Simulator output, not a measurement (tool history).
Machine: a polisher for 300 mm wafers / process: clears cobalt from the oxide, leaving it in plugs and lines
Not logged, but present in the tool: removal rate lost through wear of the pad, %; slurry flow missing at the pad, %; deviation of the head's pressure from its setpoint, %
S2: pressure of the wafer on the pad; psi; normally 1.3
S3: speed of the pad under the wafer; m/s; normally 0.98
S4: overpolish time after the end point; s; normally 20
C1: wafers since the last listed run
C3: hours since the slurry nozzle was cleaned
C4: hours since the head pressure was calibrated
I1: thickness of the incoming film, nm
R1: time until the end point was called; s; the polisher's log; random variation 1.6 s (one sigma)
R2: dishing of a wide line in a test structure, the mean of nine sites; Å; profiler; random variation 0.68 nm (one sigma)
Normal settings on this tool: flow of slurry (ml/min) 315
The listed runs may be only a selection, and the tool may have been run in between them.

{"run": 1, "day": 0.0, "flow of slurry (ml/min)": 315, "S2": 1.3, "S3": 0.98, "S4": 20, "C1": 0, "wafers polished on this pad": 1273, "C3": 267.8, "C4": 426.9, "I1": 296.9, "R1": 111, "R2": 402}
{"day": 0.275, "done": "worn pad replaced by a new one"}
{"run": 2, "day": 1.888, "flow of slurry (ml/min)": 315, "S2": 1.3, "S3": 0.98, "S4": 20, "C1": 318, "wafers polished on this pad": 297, "C3": 313.1, "C4": 472.2, "I1": 297.9, "R1": 101.7, "R2": 408}
{"run": 3, "day": 2.171, "flow of slurry (ml/min)": 315, "S2": 1.3, "S3": 0.98, "S4": 20, "C1": 52, "wafers polished on this pad": 350, "C3": 319.9, "C4": 479, "I1": 299.8, "R1": 107, "R2": 410}
{"run": 4, "day": 2.483, "flow of slurry (ml/min)": 315, "S2": 1.3, "S3": 0.98, "S4": 20, "C1": 57, "wafers polished on this pad": 408, "C3": 327.4, "C4": 486.5, "I1": 301.4, "R1": 110.3, "R2": 404}
{"run": 5, "day": 2.846, "flow of slurry (ml/min)": 315, "S2": 1.3, "S3": 0.98, "S4": 20, "C1": 67, "wafers polished on this pad": 475, "C3": 336.1, "C4": 495.2, "I1": 293.4, "R1": 105, "R2": 413}
{"run": 6, "day": 3.288, "flow of slurry (ml/min)": 315, "S2": 1.4, "S3": 0.98, "S4": 20, "C1": 81, "wafers polished on this pad": 556, "C3": 346.7, "C4": 505.8, "I1": 296.2, "R1": 103.6, "R2": 417}
{"run": 7, "day": 3.696, "flow of slurry (ml/min)": 315, "S2": 1.3, "S3": 0.76, "S4": 20, "C1": 75, "wafers polished on this pad": 632, "C3": 356.5, "C4": 515.6, "I1": 296.7, "R1": 131.9, "R2": 364}
{"run": 8, "day": 4.35, "flow of slurry (ml/min)": 315, "S2": 1.3, "S3": 0.76, "S4": 20, "C1": 121, "wafers polished on this pad": 753, "C3": 372.2, "C4": 531.3, "I1": 298, "R1": 135.7, "R2": 355}
{"run": 9, "day": 5.017, "flow of slurry (ml/min)": 315, "S2": 1.3, "S3": 0.76, "S4": 20, "C1": 123, "wafers polished on this pad": 876, "C3": 388.2, "C4": 547.3, "I1": 299.6, "R1": 131.1, "R2": 344}
{"run": 10, "day": 5.3, "flow of slurry (ml/min)": 315, "S2": 1.3, "S3": 0.98, "S4": 20, "C1": 52, "wafers polished on this pad": 929, "C3": 395, "C4": 554.1, "I1": 300.5, "R1": 109.5, "R2": 413}
{"run": 11, "day": 5.892, "flow of slurry (ml/min)": 240, "S2": 1.3, "S3": 1.18, "S4": 27, "C1": 109, "wafers polished on this pad": 1038, "C3": 409.2, "C4": 568.3, "I1": 298.6, "R1": 97.4, "R2": 491}
{"day": 6.054, "done": "head pressure recalibrated"}
{"day": 7.254, "done": "slurry nozzle cleaned"}
{"run": 12, "day": 7.65, "flow of slurry (ml/min)": 315, "S2": 1.3, "S3": 1.24, "S4": 27, "C1": 302, "wafers polished on this pad": 1340, "C3": 9.5, "C4": 38.3, "I1": 305, "R1": 92.7, "R2": 515}
{"day": 7.917, "done": "worn pad replaced by a new one"}
{"run": 13, "day": 8.079, "flow of slurry (ml/min)": 235, "S2": 1.6, "S3": 0.8, "S4": 29, "C1": 48, "wafers polished on this pad": 30, "C3": 19.8, "C4": 48.6, "I1": 300, "R1": 110.2, "R2": 479}
{"run": 14, "day": 8.775, "flow of slurry (ml/min)": 315, "S2": 1.8, "S3": 1.28, "S4": 20, "C1": 128, "wafers polished on this pad": 159, "C3": 36.5, "C4": 65.3, "I1": 303.1, "R1": 69.6, "R2": 513}
{"run": 15, "day": 9.117, "flow of slurry (ml/min)": 315, "S2": 1.3, "S3": 0.98, "S4": 20, "C1": 63, "wafers polished on this pad": 222, "C3": 44.7, "C4": 73.5, "I1": 303.6, "R1": 105.9, "R2": 410}
{"run": 16, "day": 9.475, "flow of slurry (ml/min)": 240, "S2": 1.3, "S3": 1.18, "S4": 27, "C1": 66, "wafers polished on this pad": 288, "C3": 53.3, "C4": 82.1, "I1": 295.6, "R1": 92.9, "R2": 499}
{"run": 17, "day": 9.767, "flow of slurry (ml/min)": 315, "S2": 1.3, "S3": 0.98, "S4": 27, "C1": 53, "wafers polished on this pad": 342, "C3": 60.3, "C4": 89.1, "I1": 303.4, "R1": 110.1, "R2": 470}
{"run": 18, "day": 10.412, "flow of slurry (ml/min)": 345, "S2": 1.3, "S3": 1.28, "S4": 20, "C1": 119, "wafers polished on this pad": 462, "C3": 75.8, "C4": 104.6, "I1": 300.1, "R1": 86.8, "R2": 469}

Had the tool no unlogged condition, and each run kept its random variation, what would the results have been?
run=1 R1=102 R2=422
run=2 R1=97.8 R2=417
run=3 R1=102.3 R2=421
run=4 R1=105 R2=416
run=5 R1=99.5 R2=426
run=6 R1=97.7 R2=432
run=7 R1=124 R2=380
run=8 R1=126.8 R2=371
run=9 R1=122.1 R2=360
run=10 R1=101.8 R2=430
run=11 R1=90.4 R2=507
run=12 R1=85.7 R2=531
run=13 R1=109.5 R2=480
run=14 R1=67.9 R2=518
run=15 R1=102.6 R2=418
run=16 R1=89.4 R2=507
run=17 R1=105.4 R2=480
run=18 R1=82.3 R2=481

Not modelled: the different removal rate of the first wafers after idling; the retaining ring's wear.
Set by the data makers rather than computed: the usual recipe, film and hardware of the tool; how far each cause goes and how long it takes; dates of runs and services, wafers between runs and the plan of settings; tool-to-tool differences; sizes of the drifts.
